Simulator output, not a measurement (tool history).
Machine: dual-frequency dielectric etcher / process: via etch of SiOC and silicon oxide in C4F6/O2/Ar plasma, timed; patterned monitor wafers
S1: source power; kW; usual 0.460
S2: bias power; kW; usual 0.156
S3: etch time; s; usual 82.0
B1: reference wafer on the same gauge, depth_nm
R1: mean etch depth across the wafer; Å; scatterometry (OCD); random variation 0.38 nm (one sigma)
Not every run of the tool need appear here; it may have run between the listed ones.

Run 1, day 0.000: usual settings but S3 72.0 s; B1 107.8. Result: R1 777 Å.
Run 2, day 0.421: usual settings but S3 72.0 s; B1 107.9. Result: R1 777 Å.
At day 2.188: source power generator calibrated.
At day 2.342: upper electrode replaced.
Run 3, day 2.362: usual settings; B1 107.8. Result: R1 884 Å.
Run 4, day 2.467: usual settings; B1 107.8. Result: R1 879 Å.
Run 5, day 2.900: usual settings but S1 0.510 kW; B1 107.8. Result: R1 917 Å.
Run 6, day 3.525: usual settings; B1 107.9. Result: R1 880 Å.
At day 3.950: gauge calibrated.
Run 7, day 4.100: usual settings; B1 107.8. Result: R1 883 Å.
Run 8, day 4.358: usual settings but S3 63.0 s; B1 107.8. Result: R1 673 Å.
Run 9, day 4.996: usual settings; B1 107.9. Result: R1 881 Å.
Run 10, day 5.429: usual settings; B1 107.9. Result: R1 876 Å.
Run 11, day 6.038: usual settings but S2 0.128 kW, S3 62.5 s; B1 107.7. Result: R1 623 Å.
Run 12, day 6.396: usual settings but S1 0.400 kW, S2 0.183 kW, S3 96.5 s; B1 107.7. Result: R1 1028 Å.
Run 13, day 7.033: usual settings but S3 67.5 s; B1 107.8. Result: R1 721 Å.
At day 7.521: bias power generator calibrated.
Run 14, day 7.542: usual settings; B1 107.9. Result: R1 871 Å.
Run 15, day 8.175: usual settings; B1 107.8. Result: R1 873 Å.
Run 16, day 8.858: usual settings; B1 107.7. Result: R1 872 Å.
Run 17, day 9.254: usual settings but S2 0.173 kW, S3 97.5 s; B1 107.8. Result: R1 1070 Å.
Run 18, day 9.946: usual settings but S1 0.540 kW, S2 0.180 kW, S3 65.5 s; B1 107.9. Result: R1 787 Å.
At day 11.158: wet clean of the chamber.
Run 19, day 11.179: usual settings; B1 107.7. Result: R1 922 Å.
Run 20, day 11.192: usual settings but S1 0.500 kW, S3 58.5 s; B1 107.8. Result: R1 685 Å.
Run 21, day 11.771: usual settings but S3 67.5 s; B1 107.8. Result: R1 760 Å.
Run 22, day 12.471: usual settings but S1 0.340 kW, S3 59.0 s; B1 107.9. Result: R1 586 Å.
Run 23, day 13.021: usual settings; B1 107.6. Result: R1 923 Å.
Run 24, day 13.454: usual settings but S1 0.530 kW, S2 0.122 kW; B1 107.9. Result: R1 891 Å.
Run 25, day 14.179: usual settings but S3 74.5 s; B1 107.8. Result: R1 832 Å.
Run 26, day 14.750: usual settings; B1 107.7. Result: R1 911 Å.
Run 27, day 15.096: usual settings but S1 0.410 kW, S2 0.189 kW, S3 91.5 s; B1 107.8. Result: R1 1039 Å.
Run 28, day 15.792: usual settings but S3 93.5 s; B1 107.9. Result: R1 1046 Å.
Run 29, day 16.150: usual settings but S1 0.560 kW, S2 0.142 kW, S3 70.5 s; B1 107.7. Result: R1 831 Å.
Run 30, day 16.596: usual settings; B1 107.9. Result: R1 919 Å.

What if the next run were any one of these 4? Each begins from the tool's condition after run 30:
Run A, day 16.612: usual settings; B1 ?. Result: R1 ?.
Run B, day 16.612: usual settings but S1 0.360 kW, S2 0.141 kW, S3 72.5 s; B1 ?. Result: R1 ?.
Run C, day 16.612: usual settings but S3 73.0 s; B1 ?. Result: R1 ?.
Run D, day 16.612: usual settings but S1 0.550 kW, S2 0.140 kW, S3 60.0 s; B1 ?. Result: R1 ?.

run     B1   R1
  A  107.8  909
  B  107.8  695
  C  107.8  809
  D  107.8  691
With no hidden state in the tool, these same runs would have given:
run   R1
  A  913
  B  698
  C  813
  D  695
